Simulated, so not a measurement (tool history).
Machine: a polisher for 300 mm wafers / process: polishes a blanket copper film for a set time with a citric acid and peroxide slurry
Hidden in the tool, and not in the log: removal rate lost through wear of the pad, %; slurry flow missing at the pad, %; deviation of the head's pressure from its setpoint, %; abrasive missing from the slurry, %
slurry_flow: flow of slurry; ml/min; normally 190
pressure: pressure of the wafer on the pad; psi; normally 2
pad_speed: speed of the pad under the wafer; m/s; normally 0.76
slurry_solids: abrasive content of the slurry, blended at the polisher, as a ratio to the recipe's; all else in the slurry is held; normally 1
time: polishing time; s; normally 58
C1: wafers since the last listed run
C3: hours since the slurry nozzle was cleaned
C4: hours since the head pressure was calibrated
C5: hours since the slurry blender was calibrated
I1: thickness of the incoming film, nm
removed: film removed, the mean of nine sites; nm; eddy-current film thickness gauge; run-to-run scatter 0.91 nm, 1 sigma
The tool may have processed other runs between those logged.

{"run": 1, "hour": 0.0, "slurry_flow": 190, "pressure": 2, "pad_speed": 0.76, "slurry_solids": 1, "time": 58, "C1": 0, "wafers polished on this pad": 1180, "C3": 466.2, "C4": 233.8, "C5": 22.5, "I1": 1055.3, "removed": 73.2}
{"hour": 56.5, "done": "worn pad replaced by a new one"}
{"hour": 66.7, "done": "slurry nozzle cleaned"}
{"run": 2, "hour": 78.3, "slurry_flow": 190, "pressure": 2, "pad_speed": 0.76, "slurry_solids": 1, "time": 58, "C1": 469, "wafers polished on this pad": 133, "C3": 11.6, "C4": 312.1, "C5": 100.8, "I1": 1029, "removed": 75.5}
{"run": 3, "hour": 180.7, "slurry_flow": 230, "pressure": 2, "pad_speed": 0.76, "slurry_solids": 1, "time": 43, "C1": 656, "wafers polished on this pad": 789, "C3": 114, "C4": 414.5, "C5": 203.2, "I1": 1038.7, "removed": 56.8}
{"hour": 282.7, "done": "worn pad replaced by a new one"}
{"hour": 294.4, "done": "head pressure recalibrated"}
{"hour": 304.8, "done": "slurry blender recalibrated"}
{"run": 4, "hour": 491.8, "slurry_flow": 190, "pressure": 2, "pad_speed": 0.76, "slurry_solids": 1, "time": 53, "C1": 1943, "wafers polished on this pad": 1314, "C3": 425.1, "C4": 197.4, "C5": 187, "I1": 1051.3, "removed": 68.5}
{"hour": 504.6, "done": "worn pad replaced by a new one"}
{"hour": 537.9, "done": "slurry nozzle cleaned"}
{"hour": 569.2, "done": "slurry blender recalibrated"}
{"run": 5, "hour": 574.1, "slurry_flow": 190, "pressure": 2, "pad_speed": 0.76, "slurry_solids": 1, "time": 53, "C1": 482, "wafers polished on this pad": 426, "C3": 36.2, "C4": 279.7, "C5": 4.9, "I1": 1042.9, "removed": 69.2}
{"run": 6, "hour": 658.6, "slurry_flow": 190, "pressure": 2, "pad_speed": 0.76, "slurry_solids": 1, "time": 53, "C1": 541, "wafers polished on this pad": 967, "C3": 120.7, "C4": 364.2, "C5": 89.4, "I1": 1026.5, "removed": 67.6}
{"run": 7, "hour": 708.7, "slurry_flow": 190, "pressure": 2, "pad_speed": 0.76, "slurry_solids": 1, "time": 58, "C1": 321, "wafers polished on this pad": 1288, "C3": 170.8, "C4": 414.3, "C5": 139.5, "I1": 1061.9, "removed": 75.7}
{"hour": 767.6, "done": "worn pad replaced by a new one"}
{"run": 8, "hour": 811.1, "slurry_flow": 225, "pressure": 2, "pad_speed": 0.76, "slurry_solids": 0.75, "time": 58, "C1": 630, "wafers polished on this pad": 279, "C3": 273.2, "C4": 516.7, "C5": 241.9, "I1": 1023.6, "removed": 70.1}
{"hour": 848.8, "done": "head pressure recalibrated"}
{"hour": 863.7, "done": "slurry blender recalibrated"}
{"run": 9, "hour": 882.9, "slurry_flow": 190, "pressure": 1.6, "pad_speed": 0.76, "slurry_solids": 1, "time": 72, "C1": 434, "wafers polished on this pad": 713, "C3": 345, "C4": 34.1, "C5": 19.2, "I1": 1038.1, "removed": 82.6}
{"run": 10, "hour": 919.9, "slurry_flow": 190, "pressure": 2, "pad_speed": 0.76, "slurry_solids": 1, "time": 58, "C1": 237, "wafers polished on this pad": 951, "C3": 382, "C4": 71.1, "C5": 56.2, "I1": 1041.1, "removed": 73.8}
{"run": 11, "hour": 992.6, "slurry_flow": 190, "pressure": 2, "pad_speed": 0.64, "slurry_solids": 1.15, "time": 58, "C1": 466, "wafers polished on this pad": 1417, "C3": 454.7, "C4": 143.8, "C5": 128.9, "I1": 1050.2, "removed": 64}
{"hour": 1030.5, "done": "worn pad replaced by a new one"}
{"hour": 1043.6, "done": "slurry nozzle cleaned"}
{"run": 12, "hour": 1063.9, "slurry_flow": 215, "pressure": 2, "pad_speed": 0.76, "slurry_solids": 0.85, "time": 58, "C1": 425, "wafers polished on this pad": 208, "C3": 20.3, "C4": 215.1, "C5": 200.2, "I1": 1052.6, "removed": 75.2}
{"run": 13, "hour": 1133.8, "slurry_flow": 130, "pressure": 1.5, "pad_speed": 0.54, "slurry_solids": 1.3, "time": 58, "C1": 448, "wafers polished on this pad": 656, "C3": 90.2, "C4": 285, "C5": 270.1, "I1": 1041.2, "removed": 46.5}
{"run": 14, "hour": 1173.5, "slurry_flow": 190, "pressure": 2, "pad_speed": 0.76, "slurry_solids": 1, "time": 58, "C1": 254, "wafers polished on this pad": 910, "C3": 129.9, "C4": 324.7, "C5": 309.8, "I1": 1038.6, "removed": 73.8}
{"hour": 1188.8, "done": "slurry blender recalibrated"}
{"run": 15, "hour": 1261.1, "slurry_flow": 190, "pressure": 2, "pad_speed": 0.76, "slurry_solids": 1.25, "time": 58, "C1": 548, "wafers polished on this pad": 1459, "C3": 217.5, "C4": 412.3, "C5": 72.3, "I1": 1023.5, "removed": 76.9}

Hidden condition of the tool, last listed run before each entry between runs versus first listed run after:
In the gap between runs 1 and 2: worn pad replaced by a new one (hour 56.5); slurry nozzle cleaned (hour 66.7)
  slurry flow missing at the pad, %: 26.4 -> 0.376; deviation of the head's pressure from its setpoint, %: -5.32 -> -7.23
  the result without the hidden state subtracted from the measured one, removed: -6.7 -> -3.3 nm
In the gap between runs 3 and 4: worn pad replaced by a new one (hour 282.7); head pressure recalibrated (hour 294.4); slurry blender recalibrated (hour 304.8)
  slurry flow missing at the pad, %: 1.9 -> 21.7; deviation of the head's pressure from its setpoint, %: -9.73 -> -3.82
  the result without the hidden state subtracted from the measured one, removed: -3.5 -> -4.6 nm
In the gap between runs 4 and 5: worn pad replaced by a new one (hour 504.6); slurry nozzle cleaned (hour 537.9); slurry blender recalibrated (hour 569.2)
  slurry flow missing at the pad, %: 21.7 -> 2.46; deviation of the head's pressure from its setpoint, %: -3.82 -> -5.83
  the result without the hidden state subtracted from the measured one, removed: -4.6 -> -2.7 nm
In the gap between runs 7 and 8: worn pad replaced by a new one (hour 767.6)
  slurry flow missing at the pad, %: 5.75 -> 11.1; deviation of the head's pressure from its setpoint, %: -9.11 -> -11.6
  the result without the hidden state subtracted from the measured one, removed: -5 -> -6.2 nm
In the gap between runs 8 and 9: head pressure recalibrated (hour 848.8); slurry blender recalibrated (hour 863.7)
  slurry flow missing at the pad, %: 11.1 -> 16.3; deviation of the head's pressure from its setpoint, %: -11.6 -> -3.36
  the result without the hidden state subtracted from the measured one, removed: -6.2 -> -4.2 nm
In the gap between runs 11 and 12: worn pad replaced by a new one (hour 1030.5); slurry nozzle cleaned (hour 1043.6)
  slurry flow missing at the pad, %: 26.7 -> 1.33; deviation of the head's pressure from its setpoint, %: -6.04 -> -7.78
  the result without the hidden state subtracted from the measured one, removed: -6.1 -> -3.6 nm
In the gap between runs 14 and 15: slurry blender recalibrated (hour 1188.8)
  slurry flow missing at the pad, %: 3.27 -> 6.86; deviation of the head's pressure from its setpoint, %: -10.5 -> -12.6
  the result without the hidden state subtracted from the measured one, removed: -5.1 -> -6.9 nm
